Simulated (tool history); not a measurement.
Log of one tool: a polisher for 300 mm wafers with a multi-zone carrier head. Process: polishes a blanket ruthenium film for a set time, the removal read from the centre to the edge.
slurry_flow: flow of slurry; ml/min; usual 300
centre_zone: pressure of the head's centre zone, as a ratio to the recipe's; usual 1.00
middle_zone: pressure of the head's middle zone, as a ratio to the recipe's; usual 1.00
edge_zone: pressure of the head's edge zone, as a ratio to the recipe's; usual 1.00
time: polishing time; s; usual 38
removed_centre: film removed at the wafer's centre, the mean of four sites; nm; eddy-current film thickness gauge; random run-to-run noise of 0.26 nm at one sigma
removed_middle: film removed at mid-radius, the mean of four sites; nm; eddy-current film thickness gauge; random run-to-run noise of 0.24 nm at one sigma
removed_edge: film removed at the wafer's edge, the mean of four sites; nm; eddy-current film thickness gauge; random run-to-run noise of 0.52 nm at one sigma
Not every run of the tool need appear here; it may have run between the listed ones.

run,hour,slurry_flow,centre_zone,middle_zone,edge_zone,time,wafers since the last listed run,wafers polished on this pad,hours since the slurry nozzle was cleaned,hours since the centre zone pressure was calibrated,hours since the edge zone pressure was calibrated,hours since the carrier head's membrane was replaced,"incoming thickness of the incoming film, nm",removed_centre,removed_middle,removed_edge
1,0.0,300,1.00,1.00,1.00,38,0,392,641.4,353.7,366.5,867.0,533.0,33.1,34.3,33.4
2,7.1,300,1.00,1.00,1.00,38,57,449,648.5,360.8,373.6,874.1,532.9,33.4,33.9,33.0
3,21.1,300,1.00,1.00,1.00,38,113,563,662.5,374.8,387.6,888.1,533.8,33.0,33.6,32.1
4,37.4,300,1.00,1.00,1.00,38,132,695,678.8,391.1,403.9,904.4,529.1,32.8,33.0,32.8
5,48.0,300,1.00,1.00,1.00,38,85,781,689.4,401.7,414.5,915.0,534.4,33.1,32.9,32.2
6,55.6,300,1.00,1.00,1.00,38,61,842,697.0,409.3,422.1,922.6,529.6,32.7,33.2,32.5
7,64.5,300,1.00,1.00,1.00,38,72,914,705.9,418.2,431.0,931.5,530.6,32.7,33.5,32.4
8,73.2,300,1.08,1.00,1.00,38,70,985,714.6,426.9,439.7,940.2,526.4,35.5,32.9,31.8
9,89.8,300,1.00,1.00,1.00,38,134,1119,731.2,443.5,456.3,956.8,525.5,32.7,32.7,32.0
# hour 100.1: slurry nozzle cleaned
10,101.0,300,1.00,1.05,1.00,49,82,1202,0.9,454.7,467.5,968.0,528.0,42.3,44.3,42.2
# hour 107.0: worn pad replaced by a new one
11,113.8,300,1.00,1.00,0.89,38,71,54,13.7,467.5,480.3,980.8,523.3,34.5,35.4,33.9
12,148.5,300,1.00,1.06,1.00,31,281,335,48.4,502.2,515.0,1015.5,519.6,27.3,29.2,27.6
13,156.1,300,1.00,1.00,1.00,38,61,397,56.0,509.8,522.6,1023.1,527.5,33.4,33.9,33.7
14,168.7,300,0.92,1.00,1.00,27,102,499,68.6,522.4,535.2,1035.7,530.5,21.3,24.0,23.9
# hour 173.0: edge zone pressure recalibrated
15,180.4,300,1.00,1.09,1.00,50,78,578,80.3,534.1,7.4,1047.4,539.6,43.4,46.8,44.5
16,195.1,300,0.88,0.91,1.00,38,119,697,95.0,548.8,22.1,1062.1,526.3,28.5,30.6,32.4
17,210.0,300,1.00,1.00,1.00,28,120,817,109.9,563.7,37.0,1077.0,528.0,23.9,24.3,24.1
# hour 238.6: carrier head's membrane replaced by a new one
18,239.1,200,1.00,1.00,1.00,38,195,1013,139.0,592.8,66.1,0.5,527.5,30.2,30.6,31.4
# hour 243.4: centre zone pressure recalibrated
# hour 244.0: worn pad replaced by a new one
19,269.2,300,1.00,1.00,1.00,38,222,204,169.1,25.8,96.2,30.6,528.1,33.9,34.9,34.6
20,303.6,300,0.95,1.00,1.00,31,278,483,203.5,60.2,130.6,65.0,529.8,25.8,27.7,26.9
21,312.7,235,1.00,0.95,1.00,38,73,556,212.6,69.3,139.7,74.1,535.5,32.3,31.5,32.4
22,321.3,300,1.00,1.00,1.00,38,69,626,221.2,77.9,148.3,82.7,524.4,32.9,33.2,33.4
23,333.8,270,1.06,1.00,1.00,28,101,727,233.7,90.4,160.8,95.2,536.5,25.9,24.3,23.8
24,342.2,300,1.00,1.00,0.94,47,68,795,242.1,98.8,169.2,103.6,529.3,40.6,41.0,39.8

3 ways to go on from here, each from the tool as it stands after run 24. What would each give?
A,342.6,300,0.89,1.00,1.00,38,3,799,242.5,99.2,169.6,104.0,526.0,?,?,?
B,342.6,330,1.00,1.09,1.00,45,3,799,242.5,99.2,169.6,104.0,526.0,?,?,?
C,342.6,335,1.00,1.00,0.96,47,3,799,242.5,99.2,169.6,104.0,526.0,?,?,?

run,removed_centre,removed_middle,removed_edge
A,29.0,33.2,33.1
B,39.1,42.7,39.4
C,40.9,41.5,40.6
With the hidden condition removed and each run's random variation left untouched, the same runs would have given:
run,removed_centre,removed_middle,removed_edge
A,31.3,35.8,35.7
B,42.2,46.1,42.5
C,44.1,44.8,43.8

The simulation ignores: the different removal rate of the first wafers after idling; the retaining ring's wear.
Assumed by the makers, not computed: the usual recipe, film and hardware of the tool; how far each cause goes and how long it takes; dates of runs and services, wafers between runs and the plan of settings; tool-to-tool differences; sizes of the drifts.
